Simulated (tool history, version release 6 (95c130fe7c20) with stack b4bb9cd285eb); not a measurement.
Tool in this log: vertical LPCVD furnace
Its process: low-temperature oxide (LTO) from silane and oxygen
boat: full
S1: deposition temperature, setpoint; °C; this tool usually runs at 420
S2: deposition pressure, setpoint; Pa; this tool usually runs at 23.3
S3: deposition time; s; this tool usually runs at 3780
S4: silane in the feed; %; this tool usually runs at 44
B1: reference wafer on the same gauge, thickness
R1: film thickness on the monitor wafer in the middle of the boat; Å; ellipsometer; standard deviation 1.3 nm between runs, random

run,hour,S1,S2,S3,S4,B1,R1
1,0.0,420,23.3,3780,44,757.38,7180.8
2,18.6,420,23.3,3780,44,757.22,7168.4
3,30.0,420,23.3,3780,44,756.44,7204.3
4,45.1,420,23.3,3780,44,756.40,7186.3
5,65.4,420,23.3,3780,44,757.32,7188.1
6,73.9,420,23.3,3780,44,756.88,7178.7
7,136.9,420,23.3,3780,44,756.83,7220.6
8,147.1,420,23.3,3780,44,757.35,7201.2
9,174.8,420,23.3,3780,44,756.84,7211.8
10,183.6,420,23.3,3780,44,757.92,7221.7
11,195.5,420,23.3,3780,44,757.26,7233.1
12,216.0,420,23.3,3780,44,757.15,7246.7
13,253.7,420,23.3,3780,44,757.25,6879.8
14,259.4,420,23.3,4230,38,756.98,6564.0
15,275.8,420,23.3,3780,44,757.29,6878.6
16,299.6,420,23.3,3780,44,757.02,6883.3
17,335.8,420,28.0,2580,47,757.46,6002.6
18,341.5,420,23.3,3780,44,756.55,6890.3
19,355.5,414,23.3,3780,44,756.99,6480.3
20,385.4,420,19.3,3780,49,756.58,6291.6
21,391.1,420,23.3,3780,44,756.38,6880.7
22,396.8,420,23.3,3780,39,757.02,6063.8
23,411.9,410,23.3,4800,47,756.90,8435.0
24,420.5,420,26.7,3780,37,757.46,6513.1
25,431.6,420,26.7,3780,37,757.47,6509.6
26,443.2,420,23.3,3780,44,757.39,6901.6
27,452.9,420,28.0,3780,44,756.65,8298.4
28,472.7,412,24.7,3780,37,756.28,5545.2
29,491.1,432,23.3,3780,36,755.97,6226.6

Taken out of this log: 4 entries between the listed runs. Where each belongs, and how the hidden state differs across it:
Runs 12 to 13: pressure gauge zeroed (hour 253.2)
  true pressure minus gauge reading, mTorr: 8.7 -> 0.249
  measured less the result without the state, R1: +343.2 -> +9.7 Å
Runs 16 to 17: thermocouples replaced and temperature profile calibrated (hour 335.3)
  true pressure minus gauge reading, mTorr: 0.403 -> 0.525
  measured less the result without the state, R1: +15.8 -> +15.0 Å
Runs 19 to 20: gauge calibrated (hour 357.0); silane flow controller replaced (hour 384.9)
  true pressure minus gauge reading, mTorr: 0.592 -> 0.693
  measured less the result without the state, R1: +21.9 -> +30.0 Å
